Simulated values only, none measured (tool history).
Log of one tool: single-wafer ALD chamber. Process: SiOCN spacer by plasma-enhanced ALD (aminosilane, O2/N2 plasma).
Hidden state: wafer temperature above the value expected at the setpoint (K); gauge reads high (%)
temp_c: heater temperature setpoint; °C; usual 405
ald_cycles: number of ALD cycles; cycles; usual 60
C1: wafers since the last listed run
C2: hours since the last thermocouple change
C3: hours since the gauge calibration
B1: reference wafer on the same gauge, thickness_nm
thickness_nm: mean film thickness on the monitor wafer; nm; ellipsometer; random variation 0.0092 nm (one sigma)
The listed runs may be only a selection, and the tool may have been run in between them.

Run 1, hour 0.0: usual settings but ald_cycles 55 cycles; C1 0; C2 2474.8; C3 185.0; B1 3.467. Result: thickness_nm 3.361 nm.
Run 2, hour 15.7: usual settings but ald_cycles 55 cycles; C1 61; C2 2490.5; C3 200.7; B1 3.463. Result: thickness_nm 3.377 nm.
Run 3, hour 32.7: usual settings; C1 66; C2 2507.5; C3 217.7; B1 3.468. Result: thickness_nm 3.684 nm.
Run 4, hour 44.2: usual settings but temp_c 402 °C; C1 44; C2 2519.0; C3 229.2; B1 3.467. Result: thickness_nm 3.706 nm.
Run 5, hour 53.5: usual settings but ald_cycles 54 cycles; C1 36; C2 2528.3; C3 238.5; B1 3.464. Result: thickness_nm 3.306 nm.
Run 6, hour 64.1: usual settings but ald_cycles 54 cycles; C1 41; C2 2538.9; C3 249.1; B1 3.466. Result: thickness_nm 3.298 nm.
Run 7, hour 75.0: usual settings; C1 42; C2 2549.8; C3 260.0; B1 3.461. Result: thickness_nm 3.674 nm.
Run 8, hour 81.7: usual settings; C1 26; C2 2556.5; C3 266.7; B1 3.465. Result: thickness_nm 3.663 nm.
Run 9, hour 99.4: usual settings but temp_c 412 °C; C1 69; C2 2574.2; C3 284.4; B1 3.463. Result: thickness_nm 3.597 nm.
Run 10, hour 107.6: usual settings but temp_c 412 °C; C1 32; C2 2582.4; C3 292.6; B1 3.461. Result: thickness_nm 3.580 nm.
Run 11, hour 119.9: usual settings but temp_c 412 °C; C1 48; C2 2594.7; C3 304.9; B1 3.465. Result: thickness_nm 3.562 nm.
Run 12, hour 129.7: usual settings but ald_cycles 64 cycles; C1 38; C2 2604.5; C3 314.7; B1 3.463. Result: thickness_nm 3.934 nm.
Run 13, hour 142.6: usual settings but ald_cycles 64 cycles; C1 50; C2 2617.4; C3 327.6; B1 3.456. Result: thickness_nm 3.912 nm.
Run 14, hour 158.2: usual settings; C1 60; C2 2633.0; C3 343.2; B1 3.457. Result: thickness_nm 3.663 nm.
Run 15, hour 174.0: usual settings; C1 61; C2 2648.8; C3 359.0; B1 3.457. Result: thickness_nm 3.657 nm.
Run 16, hour 190.5: usual settings; C1 64; C2 2665.3; C3 375.5; B1 3.455. Result: thickness_nm 3.657 nm.
Run 17, hour 205.4: usual settings; C1 58; C2 2680.2; C3 390.4; B1 3.454. Result: thickness_nm 3.677 nm.
Run 18, hour 218.0: usual settings; C1 49; C2 2692.8; C3 403.0; B1 3.453. Result: thickness_nm 3.676 nm.
Run 19, hour 231.1: usual settings; C1 51; C2 2705.9; C3 416.1; B1 3.453. Result: thickness_nm 3.651 nm.
Run 20, hour 243.9: usual settings; C1 50; C2 2718.7; C3 428.9; B1 3.453. Result: thickness_nm 3.649 nm.
Run 21, hour 255.1: usual settings; C1 43; C2 2729.9; C3 440.1; B1 3.448. Result: thickness_nm 3.654 nm.
At hour 268.7: thermocouple changed; heater temperature recalibrated.
Run 22, hour 269.0: usual settings but temp_c 419 °C, ald_cycles 53 cycles; C1 23; C2 0.3; C3 454.0; B1 3.451. Result: thickness_nm 3.083 nm.
Run 23, hour 280.1: usual settings but ald_cycles 52 cycles; C1 43; C2 11.4; C3 465.1; B1 3.444. Result: thickness_nm 3.166 nm.
Run 24, hour 328.6: usual settings; C1 189; C2 59.9; C3 513.6; B1 3.444. Result: thickness_nm 3.659 nm.
At hour 338.6: gauge calibrated.
Run 25, hour 341.8: usual settings; C1 51; C2 73.1; C3 3.2; B1 3.475. Result: thickness_nm 3.674 nm.
Run 26, hour 350.8: usual settings but temp_c 415 °C, ald_cycles 71 cycles; C1 35; C2 82.1; C3 12.2; B1 3.477. Result: thickness_nm 4.226 nm.
Run 27, hour 363.5: usual settings but temp_c 394 °C, ald_cycles 51 cycles; C1 49; C2 94.8; C3 24.9; B1 3.478. Result: thickness_nm 3.168 nm.
Run 28, hour 373.2: usual settings but temp_c 414 °C, ald_cycles 65 cycles; C1 37; C2 104.5; C3 34.6; B1 3.476. Result: thickness_nm 3.861 nm.
Run 29, hour 387.0: usual settings but temp_c 395 °C, ald_cycles 55 cycles; C1 53; C2 118.3; C3 48.4; B1 3.475. Result: thickness_nm 3.424 nm.
Run 30, hour 403.6: usual settings but temp_c 397 °C, ald_cycles 68 cycles; C1 64; C2 134.9; C3 65.0; B1 3.477. Result: thickness_nm 4.245 nm.
Run 31, hour 418.3: usual settings but temp_c 396 °C; C1 57; C2 149.6; C3 79.7; B1 3.475. Result: thickness_nm 3.743 nm.
Run 32, hour 429.8: usual settings but temp_c 394 °C; C1 44; C2 161.1; C3 91.2; B1 3.478. Result: thickness_nm 3.747 nm.
Run 33, hour 439.4: usual settings but temp_c 395 °C, ald_cycles 71 cycles; C1 37; C2 170.7; C3 100.8; B1 3.475. Result: thickness_nm 4.403 nm.
Run 34, hour 450.5: usual settings but temp_c 416 °C, ald_cycles 66 cycles; C1 43; C2 181.8; C3 111.9; B1 3.475. Result: thickness_nm 3.894 nm.
Run 35, hour 465.1: usual settings; C1 57; C2 196.4; C3 126.5; B1 3.475. Result: thickness_nm 3.693 nm.
Run 36, hour 483.0: usual settings but temp_c 412 °C; C1 69; C2 214.3; C3 144.4; B1 3.476. Result: thickness_nm 3.604 nm.
Run 37, hour 489.8: usual settings but ald_cycles 53 cycles; C1 26; C2 221.1; C3 151.2; B1 3.473. Result: thickness_nm 3.246 nm.
Run 38, hour 507.1: usual settings but temp_c 416 °C, ald_cycles 71 cycles; C1 67; C2 238.4; C3 168.5; B1 3.476. Result: thickness_nm 4.192 nm.
Run 39, hour 523.5: usual settings but temp_c 416 °C, ald_cycles 68 cycles; C1 64; C2 254.8; C3 184.9; B1 3.472. Result: thickness_nm 4.016 nm.
Run 40, hour 555.0: usual settings; C1 123; C2 286.3; C3 216.4; B1 3.467. Result: thickness_nm 3.689 nm.
Run 41, hour 567.7: usual settings; C1 49; C2 299.0; C3 229.1; B1 3.467. Result: thickness_nm 3.677 nm.
Run 42, hour 580.3: usual settings but temp_c 414 °C, ald_cycles 53 cycles; C1 49; C2 311.6; C3 241.7; B1 3.470. Result: thickness_nm 3.158 nm.
Run 43, hour 597.4: usual settings but temp_c 412 °C, ald_cycles 70 cycles; C1 66; C2 328.7; C3 258.8; B1 3.471. Result: thickness_nm 4.182 nm.

Below are 5 alternative next runs, each starting from the tool's condition after run 43. Predict each:
Run A, hour 597.9: usual settings; C1 1; C2 329.2; C3 259.3; B1 ?. Result: thickness_nm ?.
Run B, hour 597.9: usual settings but temp_c 399 °C, ald_cycles 68 cycles; C1 1; C2 329.2; C3 259.3; B1 ?. Result: thickness_nm ?.
Run C, hour 597.9: usual settings but ald_cycles 49 cycles; C1 1; C2 329.2; C3 259.3; B1 ?. Result: thickness_nm ?.
Run D, hour 597.9: usual settings but temp_c 415 °C, ald_cycles 67 cycles; C1 1; C2 329.2; C3 259.3; B1 ?. Result: thickness_nm ?.
Run E, hour 597.9: usual settings but temp_c 412 °C, ald_cycles 65 cycles; C1 1; C2 329.2; C3 259.3; B1 ?. Result: thickness_nm ?.

run     B1  thickness_nm
  A  3.472         3.668
  B  3.472         4.221
  C  3.472         2.996
  D  3.472         3.963
  E  3.472         3.884
Without the tool's unlogged condition, the same runs would have read:
run  thickness_nm
  A         3.670
  B         4.222
  C         2.997
  D         3.965
  E         3.885

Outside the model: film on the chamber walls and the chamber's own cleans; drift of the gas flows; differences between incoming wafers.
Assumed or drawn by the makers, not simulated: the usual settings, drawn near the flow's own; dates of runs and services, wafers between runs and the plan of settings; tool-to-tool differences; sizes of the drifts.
